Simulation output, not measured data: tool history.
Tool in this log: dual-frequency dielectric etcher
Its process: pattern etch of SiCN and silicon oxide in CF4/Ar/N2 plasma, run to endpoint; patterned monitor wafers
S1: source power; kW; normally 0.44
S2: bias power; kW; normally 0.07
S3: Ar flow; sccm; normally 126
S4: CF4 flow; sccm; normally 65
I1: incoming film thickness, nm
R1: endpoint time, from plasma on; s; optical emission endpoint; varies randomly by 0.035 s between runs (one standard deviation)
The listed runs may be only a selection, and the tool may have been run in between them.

Run 1, hour 0: usual settings but S3 110 sccm; I1 9.61. Result: R1 10.9 s.
Run 2, hour 15.5: usual settings but S3 110 sccm; I1 9.54. Result: R1 10.9 s.
Run 3, hour 46.1: usual settings but S3 110 sccm; I1 9.62. Result: R1 10.9 s.
Run 4, hour 66.1: usual settings; I1 9.58. Result: R1 11.3 s.
At hour 140: wet clean of the chamber.
Run 5, hour 140.5: usual settings but S4 60 sccm; I1 9.6. Result: R1 11.7 s.
Run 6, hour 151.9: usual settings but S4 60 sccm; I1 9.48. Result: R1 11.6 s.
Run 7, hour 227.9: usual settings; I1 9.59. Result: R1 11.5 s.
Run 8, hour 259: usual settings; I1 9.6. Result: R1 11.5 s.
Run 9, hour 282.9: usual settings but S2 0.082 kW; I1 9.55. Result: R1 10.4 s.
At hour 292.1: Ar flow controller replaced.
At hour 312.9: CF4 flow controller replaced.
Run 10, hour 317.7: usual settings but S2 0.082 kW; I1 9.66. Result: R1 10.5 s.
Run 11, hour 348.5: usual settings; I1 9.59. Result: R1 11.4 s.
At hour 357.2: bias power generator calibrated.
Run 12, hour 383.9: usual settings but S1 0.34 kW, S2 0.081 kW, S3 114 sccm, S4 77 sccm; I1 9.53. Result: R1 13.5 s.
At hour 393.9: source power generator calibrated.
At hour 429.6: upper electrode replaced.
Run 13, hour 430.1: usual settings; I1 9.59. Result: R1 11.3 s.
Run 14, hour 434.8: usual settings; I1 9.64. Result: R1 11.4 s.
Run 15, hour 448.9: usual settings but S1 0.51 kW; I1 9.66. Result: R1 9.7 s.

Run 16 comes next. What will it give?
Run 16, hour 475.5: usual settings but S1 0.38 kW, S2 0.058 kW, S3 156 sccm, S4 57 sccm; I1 9.54. Result: R1 ?.

{"run 16": {"R1": 16.2}}
With the hidden condition absent and the run-to-run variation left alone, this run would have shown R1 16.4 s.
